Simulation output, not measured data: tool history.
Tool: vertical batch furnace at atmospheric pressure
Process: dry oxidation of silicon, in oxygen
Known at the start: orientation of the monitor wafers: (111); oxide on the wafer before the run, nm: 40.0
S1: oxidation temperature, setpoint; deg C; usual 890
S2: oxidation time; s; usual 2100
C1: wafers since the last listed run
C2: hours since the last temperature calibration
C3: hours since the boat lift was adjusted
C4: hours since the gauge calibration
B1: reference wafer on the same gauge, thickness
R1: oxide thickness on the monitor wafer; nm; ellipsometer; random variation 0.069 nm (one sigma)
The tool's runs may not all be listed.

{"run": 1, "hour": 0.0, "S1": 890, "S2": 2100, "C1": 0, "C2": 3411.0, "C3": 1543.9, "C4": 1306.1, "B1": 48.59, "R1": 45.39}
{"run": 2, "hour": 259.9, "S1": 890, "S2": 2100, "C1": 5491, "C2": 3670.9, "C3": 1803.8, "C4": 1566.0, "B1": 48.59, "R1": 45.43}
{"run": 3, "hour": 356.8, "S1": 890, "S2": 2100, "C1": 2047, "C2": 3767.8, "C3": 1900.7, "C4": 1662.9, "B1": 48.62, "R1": 45.38}
{"run": 4, "hour": 424.2, "S1": 890, "S2": 2100, "C1": 1423, "C2": 3835.2, "C3": 1968.1, "C4": 1730.3, "B1": 48.58, "R1": 45.25}
{"run": 5, "hour": 513.0, "S1": 890, "S2": 2100, "C1": 1876, "C2": 3924.0, "C3": 2056.9, "C4": 1819.1, "B1": 48.56, "R1": 45.24}
{"hour": 588.0, "done": "gauge calibrated"}
{"run": 6, "hour": 612.4, "S1": 890, "S2": 2100, "C1": 2100, "C2": 4023.4, "C3": 2156.3, "C4": 24.4, "B1": 48.58, "R1": 45.35}
{"run": 7, "hour": 699.8, "S1": 890, "S2": 2100, "C1": 1846, "C2": 4110.8, "C3": 2243.7, "C4": 111.8, "B1": 48.59, "R1": 45.35}
{"run": 8, "hour": 773.3, "S1": 890, "S2": 2100, "C1": 1552, "C2": 4184.3, "C3": 2317.2, "C4": 185.3, "B1": 48.6, "R1": 45.43}
{"run": 9, "hour": 864.0, "S1": 890, "S2": 2100, "C1": 1916, "C2": 4275.0, "C3": 2407.9, "C4": 276.0, "B1": 48.63, "R1": 45.34}
{"hour": 899.5, "done": "boat lift adjusted"}
{"run": 10, "hour": 964.0, "S1": 870, "S2": 2970, "C1": 1605, "C2": 4375.0, "C3": 64.5, "C4": 376.0, "B1": 48.63, "R1": 46.03}
{"run": 11, "hour": 1044.7, "S1": 879, "S2": 2100, "C1": 1704, "C2": 4455.7, "C3": 145.2, "C4": 456.7, "B1": 48.59, "R1": 44.52}
{"run": 12, "hour": 1119.7, "S1": 890, "S2": 2100, "C1": 1584, "C2": 4530.7, "C3": 220.2, "C4": 531.7, "B1": 48.6, "R1": 45.72}
{"run": 13, "hour": 1176.5, "S1": 874, "S2": 1470, "C1": 1200, "C2": 4587.5, "C3": 277.0, "C4": 588.5, "B1": 48.59, "R1": 42.18}
{"run": 14, "hour": 1212.8, "S1": 890, "S2": 1260, "C1": 766, "C2": 4623.8, "C3": 313.3, "C4": 624.8, "B1": 48.59, "R1": 42.65}
{"run": 15, "hour": 1297.7, "S1": 890, "S2": 2400, "C1": 1793, "C2": 4708.7, "C3": 398.2, "C4": 709.7, "B1": 48.61, "R1": 46.66}
{"hour": 1442.7, "done": "thermocouples replaced and temperature profile calibrated"}
{"run": 16, "hour": 1477.0, "S1": 890, "S2": 2100, "C1": 3281, "C2": 34.3, "C3": 577.5, "C4": 889.0, "B1": 48.59, "R1": 45.67}
{"run": 17, "hour": 1565.3, "S1": 907, "S2": 2970, "C1": 1865, "C2": 122.6, "C3": 665.8, "C4": 977.3, "B1": 48.61, "R1": 51.45}
{"run": 18, "hour": 1823.8, "S1": 890, "S2": 2100, "C1": 5461, "C2": 381.1, "C3": 924.3, "C4": 1235.8, "B1": 48.6, "R1": 45.52}

Hidden state or all else? Some run-to-run changes of R1, split into what the settings, what came in and random variation would give without the hidden state, and what is left for the hidden state (with any gauge scatter that isn't in both results):
The hidden state here: true tube temperature minus thermocouple reading, K; monitor wafer colder than the profiled boat position, K; gauge reads high (%).
Run 9 -> 10: S1 890 -> 870, S2 2100 -> 2970, boat lift adjusted. R1 +0.69 nm: hidden state +0.36, all else +0.33.
Run 17 -> 18: S1 907 -> 890, S2 2970 -> 2100. R1 -5.93 nm: hidden state +0.04, all else -5.97.
